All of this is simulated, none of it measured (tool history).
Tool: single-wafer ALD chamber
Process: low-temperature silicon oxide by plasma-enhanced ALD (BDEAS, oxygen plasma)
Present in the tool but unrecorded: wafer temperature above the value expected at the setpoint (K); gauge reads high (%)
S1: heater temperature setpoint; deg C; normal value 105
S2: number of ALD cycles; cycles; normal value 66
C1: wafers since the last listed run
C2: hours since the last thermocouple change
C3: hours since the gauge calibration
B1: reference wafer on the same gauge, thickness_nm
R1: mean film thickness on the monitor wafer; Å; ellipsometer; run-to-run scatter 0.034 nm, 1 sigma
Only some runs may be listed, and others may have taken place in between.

{"run": 1, "day": 0.0, "S1": 105, "S2": 66, "C1": 0, "C2": 178.2, "C3": 784.5, "B1": 8.498, "R1": 87.45}
{"run": 2, "day": 11.425, "S1": 105, "S2": 66, "C1": 1072, "C2": 452.4, "C3": 1058.7, "B1": 8.482, "R1": 87.18}
{"run": 3, "day": 14.533, "S1": 105, "S2": 66, "C1": 291, "C2": 527.0, "C3": 1133.3, "B1": 8.491, "R1": 86.7}
{"run": 4, "day": 16.825, "S1": 105, "S2": 66, "C1": 215, "C2": 582.0, "C3": 1188.3, "B1": 8.475, "R1": 86.41}
{"day": 18.45, "done": "gauge calibrated"}
{"run": 5, "day": 19.246, "S1": 105, "S2": 66, "C1": 227, "C2": 640.1, "C3": 19.1, "B1": 8.493, "R1": 86.89}
{"run": 6, "day": 21.925, "S1": 105, "S2": 66, "C1": 251, "C2": 704.4, "C3": 83.4, "B1": 8.467, "R1": 86.46}
{"run": 7, "day": 23.833, "S1": 105, "S2": 66, "C1": 179, "C2": 750.2, "C3": 129.2, "B1": 8.489, "R1": 87.31}
{"run": 8, "day": 26.729, "S1": 105, "S2": 66, "C1": 271, "C2": 819.7, "C3": 198.7, "B1": 8.509, "R1": 86.58}
{"run": 9, "day": 28.725, "S1": 91, "S2": 77, "C1": 187, "C2": 867.6, "C3": 246.6, "B1": 8.481, "R1": 106.14}
{"run": 10, "day": 31.417, "S1": 105, "S2": 66, "C1": 252, "C2": 932.2, "C3": 311.2, "B1": 8.49, "R1": 86.45}
{"day": 32.875, "done": "thermocouple changed; heater temperature recalibrated"}
{"run": 11, "day": 44.796, "S1": 112, "S2": 62, "C1": 1225, "C2": 286.1, "C3": 632.3, "B1": 8.491, "R1": 80.33}
{"run": 12, "day": 46.879, "S1": 94, "S2": 57, "C1": 195, "C2": 336.1, "C3": 682.3, "B1": 8.476, "R1": 77.53}
{"run": 13, "day": 49.067, "S1": 114, "S2": 60, "C1": 205, "C2": 388.6, "C3": 734.8, "B1": 8.508, "R1": 77.35}
{"run": 14, "day": 51.367, "S1": 105, "S2": 70, "C1": 216, "C2": 443.8, "C3": 790.0, "B1": 8.505, "R1": 92.08}
{"run": 15, "day": 53.946, "S1": 105, "S2": 66, "C1": 242, "C2": 505.7, "C3": 851.9, "B1": 8.489, "R1": 87.07}

Hidden condition of the tool, last listed run before each entry between runs versus first listed run after:
In the gap between runs 4 and 5: gauge calibrated (day 18.450)
  no difference in the tool's unlogged condition between these two runs
In the gap between runs 10 and 11: thermocouple changed; heater temperature recalibrated (day 32.875)
  no difference in the tool's unlogged condition between these two runs
